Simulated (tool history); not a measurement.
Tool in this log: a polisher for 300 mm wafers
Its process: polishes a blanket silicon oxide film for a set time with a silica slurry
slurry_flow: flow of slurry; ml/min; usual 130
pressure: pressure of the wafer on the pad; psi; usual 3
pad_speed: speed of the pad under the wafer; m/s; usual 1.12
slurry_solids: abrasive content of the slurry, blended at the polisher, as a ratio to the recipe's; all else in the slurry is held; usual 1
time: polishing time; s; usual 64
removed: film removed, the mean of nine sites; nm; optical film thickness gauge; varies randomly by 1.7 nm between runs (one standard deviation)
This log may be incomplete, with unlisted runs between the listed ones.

| run | day | slurry_flow | pressure | pad_speed | slurry_solids | time | incoming thickness of the incoming film, nm | removed |
|---|---|---|---|---|---|---|---|---|
| 1 | 0 | 130 | 3 | 1.02 | 1 | 56 | 1307.4 | 106.7 |
| 2 | 0.621 | 130 | 3 | 1.12 | 1 | 58 | 1265.9 | 116.3 |
|  | 1.379 | conditioning disc replaced and pad reconditioned |
| 3 | 1.833 | 90 | 3 | 1.12 | 1 | 64 | 1275.8 | 117 |
|  | 2.571 | head pressure recalibrated |
| 4 | 2.592 | 165 | 3 | 1.12 | 1 | 64 | 1289.3 | 126.2 |
| 5 | 3.5 | 130 | 3 | 1.12 | 1 | 56 | 1283 | 106.3 |
|  | 4.467 | slurry nozzle cleaned |
| 6 | 4.767 | 90 | 3.3 | 1.12 | 1.3 | 81 | 1286.6 | 178 |
|  | 5.121 | slurry blender recalibrated |
| 7 | 5.392 | 130 | 3 | 0.72 | 1 | 74 | 1278.7 | 112.2 |
| 8 | 6.358 | 130 | 3 | 0.96 | 1 | 64 | 1266.8 | 123.8 |
| 9 | 7.058 | 130 | 3.8 | 1.36 | 1 | 71 | 1295.1 | 230.6 |
|  | 7.488 | worn pad replaced by a new one |
| 10 | 7.725 | 130 | 3 | 1.12 | 1 | 64 | 1295.7 | 139.6 |
| 11 | 8.629 | 130 | 3 | 1.12 | 1 | 46 | 1281.4 | 101.4 |
| 12 | 10.021 | 130 | 3 | 1.12 | 1 | 64 | 1286.7 | 138.3 |
| 13 | 11.15 | 130 | 3.3 | 1.12 | 1 | 54 | 1293.1 | 124.8 |
|  | 11.921 | conditioning disc replaced and pad reconditioned |
| 14 | 12.317 | 130 | 3 | 1.12 | 1 | 56 | 1283.5 | 117.4 |
| 15 | 12.979 | 130 | 3 | 1.12 | 1 | 64 | 1269.4 | 136.5 |
| 16 | 13.638 | 130 | 3.8 | 1.12 | 1 | 64 | 1290.6 | 167.3 |
| 17 | 14.521 | 105 | 3 | 1.12 | 1 | 80 | 1285.4 | 157.9 |
| 18 | 15.054 | 130 | 3 | 1.12 | 1 | 64 | 1289.4 | 130.2 |
| 19 | 16.483 | 130 | 3 | 0.74 | 1 | 64 | 1287.9 | 91.1 |
|  | 17.229 | worn pad replaced by a new one |
| 20 | 17.704 | 105 | 3 | 1.12 | 1 | 74 | 1282 | 135.2 |
| 21 | 18.904 | 130 | 3 | 0.72 | 1 | 74 | 1308.2 | 95.8 |
|  | 19.408 | slurry blender recalibrated |
| 22 | 20.175 | 130 | 3 | 1.12 | 1 | 77 | 1305.2 | 169.2 |
| 23 | 20.717 | 130 | 3 | 1.32 | 1 | 56 | 1287.2 | 141.5 |
| 24 | 21.392 | 130 | 3 | 1.42 | 1 | 64 | 1302.1 | 173.2 |
| 25 | 22.475 | 130 | 3 | 1.12 | 1 | 44 | 1291.6 | 95.9 |
|  | 22.6 | conditioning disc replaced and pad reconditioned |
| 26 | 23.358 | 130 | 3 | 0.96 | 1.15 | 56 | 1306.3 | 115.6 |

3 ways to go on from here, each from the tool as it stands after run 26. What would each give?
| A | 23.375 | 130 | 3 | 1.12 | 1 | 64 | 1295.1 | ? |
| B | 23.375 | 170 | 3 | 1.12 | 1 | 64 | 1295.1 | ? |
| C | 23.375 | 130 | 2.3 | 1.12 | 1 | 64 | 1295.1 | ? |

| run | removed |
|---|---|
| A | 141.7 |
| B | 147.7 |
| C | 109 |
Without the tool's unlogged condition, the same runs would have read:
| run | removed |
|---|---|
| A | 143.6 |
| B | 149.7 |
| C | 110.5 |
